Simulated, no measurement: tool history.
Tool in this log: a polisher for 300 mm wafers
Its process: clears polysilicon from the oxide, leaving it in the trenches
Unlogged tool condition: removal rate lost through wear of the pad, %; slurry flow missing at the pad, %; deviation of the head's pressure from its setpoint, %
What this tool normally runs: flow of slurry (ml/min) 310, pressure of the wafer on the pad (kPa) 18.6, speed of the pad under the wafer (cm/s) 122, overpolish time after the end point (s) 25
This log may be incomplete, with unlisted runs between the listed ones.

| run | day | flow of slurry (ml/min) | pressure of the wafer on the pad (kPa) | speed of the pad under the wafer (cm/s) | overpolish time after the end point (s) | wafers since the last listed run | wafers polished on this pad | hours since the slurry nozzle was cleaned | hours since the head pressure was calibrated | incoming thickness of the incoming film, nm | time until the end point was called (s) |
|---|---|---|---|---|---|---|---|---|---|---|---|
| 1 | 0.000 | 310 | 18.6 | 122 | 25 | 0 | 552 | 255.0 | 1119.6 | 584.8 | 32.8 |
| 2 | 0.354 | 310 | 18.6 | 122 | 25 | 56 | 609 | 263.5 | 1128.1 | 601.8 | 34.3 |
| 3 | 0.975 | 310 | 18.6 | 122 | 25 | 99 | 709 | 278.4 | 1143.0 | 585.6 | 32.5 |
| 4 | 1.250 | 370 | 18.6 | 122 | 18 | 44 | 753 | 285.0 | 1149.6 | 591.1 | 33.0 |
| 5 | 1.746 | 310 | 18.6 | 122 | 25 | 79 | 832 | 296.9 | 1161.5 | 578.7 | 33.3 |
| 6 | 2.304 | 310 | 18.6 | 122 | 25 | 89 | 922 | 310.3 | 1174.9 | 582.1 | 33.7 |
| 7 | 2.683 | 310 | 18.6 | 122 | 25 | 60 | 983 | 319.4 | 1184.0 | 594.5 | 35.4 |
| 8 | 3.092 | 230 | 18.6 | 122 | 25 | 65 | 1049 | 329.2 | 1193.8 | 583.2 | 35.8 |
|  | 3.462 | worn pad replaced by a new one |
| 9 | 3.483 | 310 | 18.6 | 122 | 25 | 36 | 3 | 338.6 | 1203.2 | 591.1 | 35.6 |
| 10 | 4.208 | 310 | 18.6 | 122 | 25 | 116 | 119 | 356.0 | 1220.6 | 594.6 | 36.0 |
| 11 | 4.654 | 310 | 18.6 | 122 | 25 | 71 | 191 | 366.7 | 1231.3 | 588.6 | 35.5 |
| 12 | 5.046 | 310 | 18.6 | 122 | 25 | 62 | 254 | 376.1 | 1240.7 | 592.7 | 35.5 |
|  | 5.262 | slurry nozzle cleaned |
| 13 | 5.404 | 310 | 18.6 | 122 | 25 | 50 | 304 | 3.4 | 1249.3 | 587.5 | 32.6 |
| 14 | 6.067 | 310 | 18.6 | 122 | 25 | 106 | 411 | 19.3 | 1265.2 | 593.8 | 32.1 |
| 15 | 6.554 | 370 | 18.6 | 110 | 25 | 78 | 489 | 31.0 | 1276.9 | 602.0 | 34.9 |
| 16 | 7.129 | 270 | 22.8 | 122 | 11 | 92 | 581 | 44.8 | 1290.7 | 594.5 | 27.2 |
|  | 7.421 | head pressure recalibrated |
| 17 | 7.650 | 230 | 18.6 | 136 | 25 | 70 | 652 | 57.3 | 5.5 | 581.9 | 30.4 |
| 18 | 8.279 | 310 | 18.6 | 148 | 25 | 101 | 753 | 72.4 | 20.6 | 591.2 | 28.5 |
| 19 | 8.975 | 345 | 22.8 | 164 | 31 | 111 | 865 | 89.1 | 37.3 | 598.0 | 22.7 |
|  | 9.229 | worn pad replaced by a new one |
| 20 | 9.525 | 310 | 18.6 | 122 | 25 | 61 | 47 | 102.3 | 50.5 | 590.9 | 32.8 |
| 21 | 10.075 | 310 | 15.9 | 148 | 25 | 88 | 136 | 115.5 | 63.7 | 580.1 | 31.2 |
| 22 | 10.450 | 355 | 18.6 | 122 | 25 | 60 | 196 | 124.5 | 72.7 | 588.8 | 32.1 |
| 23 | 11.088 | 255 | 18.6 | 122 | 25 | 102 | 298 | 139.8 | 88.0 | 595.6 | 33.2 |
| 24 | 11.362 | 310 | 18.6 | 122 | 37 | 44 | 342 | 146.4 | 94.6 | 598.5 | 32.3 |
| 25 | 12.008 | 310 | 18.6 | 122 | 25 | 103 | 446 | 161.9 | 110.1 | 589.6 | 31.9 |
| 26 | 12.696 | 310 | 18.6 | 122 | 25 | 110 | 557 | 178.4 | 126.6 | 589.3 | 32.8 |
| 27 | 13.033 | 310 | 18.6 | 122 | 25 | 54 | 611 | 186.5 | 134.7 | 579.7 | 31.9 |
| 28 | 13.688 | 310 | 18.6 | 122 | 25 | 105 | 716 | 202.2 | 150.4 | 597.9 | 32.9 |

3 ways to go on from here, each from the tool as it stands after run 28. What would each give?
| A | 13.704 | 310 | 18.6 | 122 | 38 | 2 | 719 | 202.6 | 150.8 | 594.8 | ? |
| B | 13.704 | 240 | 15.2 | 100 | 31 | 2 | 719 | 202.6 | 150.8 | 594.8 | ? |
| C | 13.704 | 310 | 18.6 | 122 | 39 | 2 | 719 | 202.6 | 150.8 | 594.8 | ? |

| run | time until the end point was called (s) |
|---|---|
| A | 32.9 |
| B | 46.3 |
| C | 32.9 |
Take away the tool's hidden state, keep each run's random variation, and the runs would have read:
| run | time until the end point was called (s) |
|---|---|
| A | 32.4 |
| B | 45.4 |
| C | 32.4 |
